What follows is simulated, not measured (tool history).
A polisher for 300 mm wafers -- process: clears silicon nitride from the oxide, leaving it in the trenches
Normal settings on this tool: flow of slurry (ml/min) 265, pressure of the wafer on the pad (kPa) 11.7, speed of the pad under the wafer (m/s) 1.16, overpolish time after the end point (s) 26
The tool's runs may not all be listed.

| run | hour | flow of slurry (ml/min) | pressure of the wafer on the pad (kPa) | speed of the pad under the wafer (m/s) | overpolish time after the end point (s) | incoming thickness of the incoming film, nm | time until the end point was called (s) |
|---|---|---|---|---|---|---|---|
| 1 | 0 | 265 | 11.7 | 1.16 | 26 | 81 | 132.7 |
| 2 | 14.5 | 265 | 11.7 | 1.16 | 26 | 79.6 | 138.3 |
| 3 | 23.8 | 265 | 11.7 | 1.16 | 26 | 79.5 | 134.8 |
| 4 | 39.4 | 265 | 11.7 | 1.16 | 26 | 80.3 | 138.5 |
| 5 | 51.1 | 265 | 11.7 | 1.16 | 26 | 80.4 | 139 |
| 6 | 63.3 | 265 | 11.7 | 1.16 | 26 | 80.7 | 138.1 |
| 7 | 72.9 | 265 | 11.7 | 1.16 | 26 | 79.7 | 138.5 |
| 8 | 83.8 | 265 | 11.7 | 1.16 | 26 | 79.6 | 138.1 |
|  | 89.2 | worn pad replaced by a new one |
| 9 | 94.9 | 265 | 15.2 | 1.16 | 17 | 79.2 | 118.7 |
| 10 | 111.1 | 265 | 15.2 | 1.16 | 17 | 79.1 | 123.5 |
| 11 | 123.3 | 265 | 15.2 | 1.16 | 17 | 78.7 | 118.2 |
| 12 | 139.6 | 265 | 11.7 | 1.16 | 19 | 79.6 | 152.7 |
| 13 | 147.6 | 265 | 11.7 | 1.16 | 26 | 79.8 | 153.7 |
| 14 | 161.2 | 265 | 11.7 | 1.16 | 26 | 78.7 | 145.7 |
|  | 173 | worn pad replaced by a new one, repeated, since the last time left the tool worse |
| 15 | 173.5 | 265 | 11.7 | 1.16 | 26 | 80.3 | 128.2 |
| 16 | 180.8 | 265 | 11.7 | 1.16 | 26 | 80.7 | 135.5 |
| 17 | 197.5 | 265 | 11.7 | 1.16 | 26 | 79.2 | 129.2 |
|  | 213 | slurry nozzle cleaned |
| 18 | 215 | 265 | 7.6 | 1.16 | 11 | 81.5 | 186.4 |
| 19 | 222.1 | 265 | 13.1 | 1.16 | 18 | 80.1 | 129.9 |
| 20 | 230.7 | 265 | 11.7 | 1.16 | 26 | 80.2 | 133.5 |
| 21 | 246.8 | 350 | 14.5 | 1.34 | 39 | 79.3 | 101.1 |

Expected results for the next run?
|  | 255.7 | worn pad replaced by a new one |
| 22 | 256.2 | 265 | 11.7 | 1.28 | 26 | 79.2 | ? |

time until the end point was called (s): 114.9
Without the tool's hidden state the same run would have given time until the end point was called (s) 114.8.

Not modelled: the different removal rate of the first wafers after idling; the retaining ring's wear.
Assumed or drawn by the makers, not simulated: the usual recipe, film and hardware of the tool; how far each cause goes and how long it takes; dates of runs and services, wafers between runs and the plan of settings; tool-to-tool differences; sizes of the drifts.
